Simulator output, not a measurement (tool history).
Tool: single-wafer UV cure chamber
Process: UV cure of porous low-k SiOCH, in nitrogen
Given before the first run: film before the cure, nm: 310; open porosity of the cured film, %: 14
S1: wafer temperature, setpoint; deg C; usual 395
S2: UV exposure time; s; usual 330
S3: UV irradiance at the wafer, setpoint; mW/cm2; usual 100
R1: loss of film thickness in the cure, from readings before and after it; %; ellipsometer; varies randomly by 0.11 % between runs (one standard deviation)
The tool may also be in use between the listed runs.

| run | hour | S1 | S2 | S3 | R1 |
|---|---|---|---|---|---|
| 1 | 0.0 | 395 | 330 | 100 | 9.439 |
| 2 | 61.8 | 395 | 330 | 100 | 9.306 |
| 3 | 109.1 | 395 | 175 | 100 | 6.949 |
| 4 | 177.0 | 395 | 175 | 100 | 7.044 |
| 5 | 216.7 | 395 | 175 | 100 | 6.951 |
| 6 | 293.2 | 395 | 260 | 114 | 8.718 |
| 7 | 399.4 | 395 | 260 | 114 | 8.654 |
|  | 466.5 | UV bulbs replaced |
| 8 | 467.0 | 404 | 480 | 100 | 12.611 |
| 9 | 555.8 | 395 | 330 | 100 | 10.669 |
|  | 578.9 | quartz window cleaned |
| 10 | 603.3 | 395 | 150 | 74 | 6.397 |
| 11 | 690.6 | 395 | 470 | 128 | 12.631 |
| 12 | 744.5 | 395 | 330 | 100 | 10.444 |
| 13 | 828.9 | 395 | 165 | 70 | 6.163 |
| 14 | 1107.0 | 380 | 245 | 121 | 9.087 |
| 15 | 1172.2 | 415 | 140 | 138 | 7.998 |

Predict each of these 5 candidate next runs independently; none follows another, all start after run 15:
| A | 1172.7 | 395 | 330 | 100 | ? |
| B | 1172.7 | 377 | 220 | 100 | ? |
| C | 1172.7 | 395 | 385 | 100 | ? |
| D | 1172.7 | 407 | 490 | 100 | ? |
| E | 1172.7 | 395 | 430 | 100 | ? |

| run | R1 |
|---|---|
| A | 9.752 |
| B | 7.927 |
| C | 10.367 |
| D | 11.538 |
| E | 10.814 |
Stripped of hidden state, with their random variation kept, the same runs would have yielded:
| run | R1 |
|---|---|
| A | 11.067 |
| B | 9.162 |
| C | 11.702 |
| D | 12.902 |
| E | 12.161 |

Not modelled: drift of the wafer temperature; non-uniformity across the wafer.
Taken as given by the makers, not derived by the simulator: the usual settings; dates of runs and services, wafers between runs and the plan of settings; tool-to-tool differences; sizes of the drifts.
